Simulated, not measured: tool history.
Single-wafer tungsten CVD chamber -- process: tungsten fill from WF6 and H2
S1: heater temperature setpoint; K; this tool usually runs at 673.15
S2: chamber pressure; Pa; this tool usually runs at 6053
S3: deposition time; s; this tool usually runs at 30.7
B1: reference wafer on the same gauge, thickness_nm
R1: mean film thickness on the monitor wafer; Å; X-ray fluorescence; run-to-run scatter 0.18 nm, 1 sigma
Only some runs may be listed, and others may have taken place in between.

run,hour,S1,S2,S3,B1,R1
1,0,673.15,6053,26.5,102.95,904.55
2,12.3,673.15,6053,30.7,103.077,1049
3,30,673.15,6053,30.7,103.001,1048.14
4,40.1,673.15,6053,30.7,103.088,1047.88
5,52.5,673.15,6053,32.8,103.008,1117.49
6,64.3,673.15,6053,32.8,102.987,1115.5
# hour 65.9: gauge calibrated
7,71,668.15,6053,34.3,102.981,1043.1
8,77.6,673.15,5226,30.7,103.001,974.09
# hour 87.9: capacitance manometer re-zeroed and calibrated
9,88.4,660.15,6053,28.3,103.051,717.42
10,96.4,673.15,6053,25.6,102.977,866.16
# hour 113.7: thermocouple changed; heater temperature recalibrated
11,114.2,666.15,6879,34.1,102.978,1193.44

Run 12 is up next; what results do you expect?
# hour 127.4: showerhead replaced
12,127.9,666.15,6879,34.1,?,?

B1: 102.953
R1: 1190.93 Å
With the hidden condition absent and the run-to-run variation left alone, this run would have shown R1 1186.52 Å.

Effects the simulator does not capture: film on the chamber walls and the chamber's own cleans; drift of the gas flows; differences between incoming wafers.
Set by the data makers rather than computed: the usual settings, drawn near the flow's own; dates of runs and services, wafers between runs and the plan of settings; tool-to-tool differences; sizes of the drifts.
